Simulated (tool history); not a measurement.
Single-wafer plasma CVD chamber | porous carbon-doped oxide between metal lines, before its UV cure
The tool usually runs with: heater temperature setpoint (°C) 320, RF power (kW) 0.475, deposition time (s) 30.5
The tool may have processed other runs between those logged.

run   hour  heater temperature setpoint (°C)  RF power (kW)  deposition time (s)  read-back reference wafer on the same gauge, thickness_nm  mean film thickness on the monitor wafer (nm)
  1    0.0                               320          0.475                 30.5                                                    117.977                                        125.093
  2   30.4                               320          0.475                 30.5                                                    117.535                                        125.224
  3   42.9                               320          0.475                 30.5                                                    118.092                                        124.882
  4   77.5                               320          0.475                 30.5                                                    118.115                                        124.626
  5  104.7                               320          0.535                 30.5                                                    117.679                                        137.472
  6  134.0                               320          0.475                 33.1                                                    118.192                                        135.668
  7  168.9                               320          0.475                 30.5                                                    117.948                                        124.672
  8  190.1                               320          0.475                 30.5                                                    118.290                                        125.238
  9  214.5                               320          0.440                 30.5                                                    117.855                                        116.955
 10  239.9                               320          0.440                 30.5                                                    117.846                                        116.022
 11  256.1                               320          0.440                 30.5                                                    118.008                                        116.642
 12  281.1                               320          0.475                 30.5                                                    118.352                                        124.924
 13  304.0                               320          0.475                 30.5                                                    117.882                                        123.895
 14  320.7                               320          0.475                 30.5                                                    118.100                                        126.290
 15  354.4                               320          0.475                 30.5                                                    117.943                                        124.422
 16  385.5                               320          0.475                 30.5                                                    117.926                                        124.753
 17  406.8                               320          0.475                 30.5                                                    118.093                                        124.018
 18  442.4                               320          0.420                 30.5                                                    118.155                                        118.978
 19  472.5                               320          0.475                 30.5                                                    118.074                                        134.567
 20  506.8                               320          0.475                 34.2                                                    117.998                                        148.885
 21  533.3                               334          0.380                 30.5                                                    118.230                                        101.006
 22  548.7                               320          0.475                 30.5                                                    117.923                                        133.125
 23  581.6                               306          0.560                 26.3                                                    117.954                                        138.616
 24  609.7                               334          0.505                 25.9                                                    117.886                                        110.198
 25  638.2                               320          0.475                 30.5                                                    117.815                                        130.950
 26  664.0                               320          0.475                 30.5                                                    118.073                                        130.210
 27  690.7                               309          0.540                 35.7                                                    117.942                                        173.121
 28  721.8                               330          0.560                 32.7                                                    117.940                                        147.217
 29  793.7                               309          0.415                 30.5                                                    117.947                                        126.763
 30  819.8                               314          0.385                 30.5                                                    117.593                                        117.643
 31  846.2                               332          0.430                 30.5                                                    118.166                                        116.331
 32  880.0                               320          0.530                 30.5                                                    118.341                                        138.660
 33  905.5                               329          0.475                 33.3                                                    118.372                                        135.002
 34  941.4                               313          0.475                 33.1                                                    118.302                                        146.250
 35  963.3                               320          0.475                 30.5                                                    117.631                                        130.770

Missing from the log above: 4 entries noted between runs. For each, name the pair of listed runs it sits between and say how the tool's hidden condition differs from the listed run just before to the listed run just after:
Run 17 -> run 18: RF generator calibrated (hour 435.7)
  delivered RF power above the setpoint (%): -8.5 -> -1.1
  what was measured, less what the result would be without the hidden state, mean film thickness on the monitor wafer (nm): -10.095 -> -1.227
Run 20 -> run 21: gauge calibrated (hour 520.9); thermocouple changed; heater temperature recalibrated (hour 532.8)
  delivered RF power above the setpoint (%): -2.07 -> -2.43
  what was measured, less what the result would be without the hidden state, mean film thickness on the monitor wafer (nm): -2.523 -> -2.408
Run 26 -> run 27: showerhead replaced, of another model than before (hour 689.1)
  delivered RF power above the setpoint (%): -3.97 -> -4.24
  what was measured, less what the result would be without the hidden state, mean film thickness on the monitor wafer (nm): -4.385 -> -4.182
